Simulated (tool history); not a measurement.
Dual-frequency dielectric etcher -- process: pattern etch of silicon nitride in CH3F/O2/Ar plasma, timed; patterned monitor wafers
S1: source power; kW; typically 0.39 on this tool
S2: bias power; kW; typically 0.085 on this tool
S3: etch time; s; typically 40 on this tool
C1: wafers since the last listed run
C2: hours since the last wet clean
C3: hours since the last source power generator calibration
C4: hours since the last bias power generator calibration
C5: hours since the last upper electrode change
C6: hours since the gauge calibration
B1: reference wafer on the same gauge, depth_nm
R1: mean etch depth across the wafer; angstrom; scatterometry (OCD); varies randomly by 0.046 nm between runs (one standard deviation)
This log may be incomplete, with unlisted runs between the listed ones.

run   hour    S1     S2    S3   C1     C2      C3      C4      C5     C6     B1     R1
  1      0  0.39  0.085    40    0  256.1  1482.5  5416.2  3990.6  133.3  27.31  307.7
  2     15  0.39  0.085    40  133  271.1  1497.5  5431.2  4005.6  148.3   27.3  307.9
  3   31.2  0.39  0.085    40  143  287.3  1513.7  5447.4  4021.8  164.5   27.3    309
  4   46.7  0.39  0.085    40  137  302.8  1529.2  5462.9  4037.3    180  27.31  308.3
  5     57  0.39  0.085    40   91  313.1  1539.5  5473.2  4047.6  190.3   27.3  308.6
  6   67.6  0.39  0.085  30.5   94  323.7  1550.1  5483.8  4058.2  200.9  27.29  235.6
  7     74  0.39  0.085  30.5   56  330.1  1556.5  5490.2  4064.6  207.3   27.3    236
  8   90.6  0.39  0.085  30.5  147  346.7  1573.1  5506.8  4081.2  223.9  27.32    236
  9     97  0.39   0.09    40   56  353.1  1579.5  5513.2  4087.6  230.3  27.29  318.7
 10  104.6  0.39   0.09    40   67  360.7  1587.1  5520.8  4095.2  237.9  27.31  318.5
     109.7  -- bias power generator calibrated
 11  120.3  0.39   0.09    40  103  376.4  1602.8    10.6  4110.9  253.6   27.3  318.9
 12  135.1  0.39  0.085    40  131  391.2  1617.6    25.4  4125.7  268.4   27.3  309.8
 13  145.3  0.39  0.085    40   90  401.4  1627.8    35.6  4135.9  278.6  27.29  310.2
 14    153  0.39  0.085    40   68  409.1  1635.5    43.3  4143.6  286.3   27.3  309.9
     185.2  -- upper electrode replaced
 15  185.7  0.41  0.085    40   77  441.8  1668.2      76     0.5    319  27.32  318.4
 16    186  0.47  0.085    30    2  442.1  1668.5    76.3     0.8  319.3   27.3  254.5
 17  190.2  0.39  0.092  47.5   37  446.3  1672.7    80.5       5  323.5  27.29  383.1
 18  204.6  0.46  0.085  48.5  127  460.7  1687.1    94.9    19.4  337.9   27.3  406.9
 19  211.2  0.29  0.076    29   58  467.3  1693.7   101.5      26  344.5  27.31  183.1
     219.1  -- gauge calibrated
     235.3  -- source power generator calibrated
     242.5  -- wet clean of the chamber
 20    243  0.32  0.085    35  182    0.5     7.7   133.3    57.8   23.9   27.3    243
 21  243.3  0.32  0.085    40    2    0.8       8   133.6    58.1   24.2  27.31  277.4
 22  249.1  0.46  0.069    40   51    6.6    13.8   139.4    63.9     30  27.32  299.5
 23  259.4  0.45  0.067    40   91   16.9    24.1   149.7    74.2   40.3  27.31    292
 24  272.6  0.39  0.085    40  117   30.1    37.3   162.9    87.4   53.5  27.31  306.6
 25  285.4  0.39  0.085    40  113   42.9    50.1   175.7   100.2   66.3   27.3    306
 26  297.7  0.39  0.085    48  109   55.2    62.4     188   112.5   78.6  27.31  367.7
 27  305.3  0.39  0.085    40   67   62.8      70   195.6   120.1   86.2   27.3  305.9
 28  314.5  0.39  0.085    40   81     72    79.2   204.8   129.3   95.4   27.3  307.4
 29    326  0.39  0.085    40  101   83.5    90.7   216.3   140.8  106.9  27.31  307.6
 30  342.3  0.36  0.071    40  144   99.8     107   232.6   157.1  123.2   27.3  270.2

Predict each of these 4 candidate next runs independently; none follows another, all start after run 30:
  A  342.7  0.39  0.099    40   3  100.2  107.4  233  157.5  123.6   ?   ?
  B  342.7  0.48  0.085  46.5   3  100.2  107.4  233  157.5  123.6   ?   ?
  C  342.7  0.42  0.085  28.5   3  100.2  107.4  233  157.5  123.6   ?   ?
  D  342.7  0.46  0.085    49   3  100.2  107.4  233  157.5  123.6   ?   ?

run     B1     R1
  A  27.28  330.3
  B  27.28  393.4
  C  27.28  226.4
  D  27.28  406.4
What these runs would have given with no unlogged condition in the tool:
run     R1
  A  328.4
  B  391.1
  C  225.1
  D    404
